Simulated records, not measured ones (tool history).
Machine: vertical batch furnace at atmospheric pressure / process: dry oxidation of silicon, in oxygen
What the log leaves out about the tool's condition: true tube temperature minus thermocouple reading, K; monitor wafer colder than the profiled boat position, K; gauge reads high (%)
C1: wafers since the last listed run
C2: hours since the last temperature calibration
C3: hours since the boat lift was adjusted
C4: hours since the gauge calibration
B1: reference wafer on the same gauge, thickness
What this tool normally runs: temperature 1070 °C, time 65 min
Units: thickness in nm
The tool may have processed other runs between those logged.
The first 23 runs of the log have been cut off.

Run 24, hour 1109: usual settings but temperature 1055 °C, time 74.5 min; C1 393; C2 467; C3 264.9; C4 850.1; B1 93.57. Result: thickness 85.37 nm.
Run 25, hour 1171.5: usual settings; C1 664; C2 529.5; C3 327.4; C4 912.6; B1 93.61. Result: thickness 87.67 nm.
At hour 1198: gauge calibrated.
Run 26, hour 1213.4: usual settings; C1 445; C2 571.4; C3 369.3; C4 15.4; B1 93.61. Result: thickness 87.55 nm.
Run 27, hour 1250.5: usual settings; C1 394; C2 608.5; C3 406.4; C4 52.5; B1 93.62. Result: thickness 87.75 nm.
Run 28, hour 1296.4: usual settings but time 80.5 min; C1 487; C2 654.4; C3 452.3; C4 98.4; B1 93.55. Result: thickness 100.4 nm.
Run 29, hour 1349.5: usual settings but temperature 1045 °C, time 48.5 min; C1 564; C2 707.5; C3 505.4; C4 151.5; B1 93.62. Result: thickness 59.39 nm.
Run 30, hour 1405.1: usual settings; C1 591; C2 763.1; C3 561; C4 207.1; B1 93.62. Result: thickness 88.13 nm.
Run 31, hour 1472.9: usual settings but temperature 1058 °C, time 42.5 min; C1 720; C2 830.9; C3 628.8; C4 274.9; B1 93.69. Result: thickness 61.07 nm.
Run 32, hour 1498.5: usual settings but temperature 1077 °C, time 80.5 min; C1 272; C2 856.5; C3 654.4; C4 300.5; B1 93.6. Result: thickness 106.33 nm.
Run 33, hour 1581.9: usual settings but temperature 1056 °C; C1 886; C2 939.9; C3 737.8; C4 383.9; B1 93.47. Result: thickness 78.37 nm.

Forecast each of these 5 alternatives for the next run:
Run A, hour 1586.2: usual settings; C1 45; C2 944.2; C3 742.1; C4 388.2; B1 ?. Result: thickness ?.
Run B, hour 1586.2: usual settings but temperature 1079 °C, time 38.5 min; C1 45; C2 944.2; C3 742.1; C4 388.2; B1 ?. Result: thickness ?.
Run C, hour 1586.2: usual settings but time 38.5 min; C1 45; C2 944.2; C3 742.1; C4 388.2; B1 ?. Result: thickness ?.
Run D, hour 1586.2: usual settings but temperature 1087 °C; C1 45; C2 944.2; C3 742.1; C4 388.2; B1 ?. Result: thickness ?.
Run E, hour 1586.2: usual settings but temperature 1057 °C; C1 45; C2 944.2; C3 742.1; C4 388.2; B1 ?. Result: thickness ?.

run    B1  thickness
  A  93.7      88.11
  B  93.7      68.04
  C  93.7      63.43
  D  93.7     100.21
  E  93.7      79.52
With no hidden state in the tool, these same runs would have given:
run  thickness
  A      87.02
  B       67.2
  C      62.63
  D      99.01
  E      78.48

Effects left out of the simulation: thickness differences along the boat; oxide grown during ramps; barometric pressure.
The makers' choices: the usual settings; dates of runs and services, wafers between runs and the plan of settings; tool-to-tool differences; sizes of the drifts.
